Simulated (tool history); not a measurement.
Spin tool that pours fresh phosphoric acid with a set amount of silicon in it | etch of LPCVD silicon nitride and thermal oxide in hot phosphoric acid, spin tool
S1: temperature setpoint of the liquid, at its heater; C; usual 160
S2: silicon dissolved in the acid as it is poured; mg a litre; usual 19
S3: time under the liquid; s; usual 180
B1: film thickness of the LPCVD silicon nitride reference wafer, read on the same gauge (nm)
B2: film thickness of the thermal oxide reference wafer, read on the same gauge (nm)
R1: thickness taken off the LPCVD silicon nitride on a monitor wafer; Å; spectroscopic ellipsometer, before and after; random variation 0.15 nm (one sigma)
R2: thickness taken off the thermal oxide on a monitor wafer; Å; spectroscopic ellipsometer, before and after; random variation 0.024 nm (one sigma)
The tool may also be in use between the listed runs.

run	hour	S1	S2	S3	B1	B2	R1	R2
1	0	160	19	180	109.99	39.965	164.6	3.35
2	23.4	160	19	180	110.03	39.988	165.1	3.34
3	58.2	161.5	19	105	109.98	39.973	98.7	2.08
4	76	161.5	19	105	110	39.979	100.9	2.11
5	104.9	161.5	19	105	110.01	40.034	102.9	2.59
# hour 112.9: heated supply line repaired
6	135	159	19	180	109.99	40.012	159.8	3.24
7	168	159	19	180	110.05	40.006	159.7	3.01
# hour 182.5: dissolved silicon flow meter replaced
# hour 184.1: gauge calibrated
8	192.6	161.5	11	215	109.98	39.965	208.8	5.29
9	209	160	19	180	109.99	40.021	165.2	3.3
# hour 218.4: thermometer replaced
10	240.3	160	7	180	109.98	40.003	162.3	4.5
11	268.3	161	29.5	180	109.98	40.004	170.4	2.61
12	282.8	160	34	230	109.93	40.026	210.5	2.08
13	305.5	160	7	285	109.98	40.036	258.4	7.55
14	330.7	157	24	265	109.98	40.018	220.4	3.38
15	351.6	160	12.5	280	110.06	39.996	256	6.38

4 ways to go on from here, each from the tool as it stands after run 15. What would each give?
A	352.1	160	19	180	?	?	?	?
B	352.1	160	9	260	?	?	?	?
C	352.1	161	24	115	?	?	?	?
D	352.1	157	28	125	?	?	?	?

run	B1	B2	R1	R2
A	110.02	40.023	164.2	3.32
B	110.02	40.023	237.2	6.12
C	110.02	40.023	108.5	1.97
D	110.02	40.023	103	1.38
Without the tool's hidden state the same runs would have given:
run	R1	R2
A	164.2	3.32
B	237.2	6.12
C	108.5	1.97
D	103	1.38

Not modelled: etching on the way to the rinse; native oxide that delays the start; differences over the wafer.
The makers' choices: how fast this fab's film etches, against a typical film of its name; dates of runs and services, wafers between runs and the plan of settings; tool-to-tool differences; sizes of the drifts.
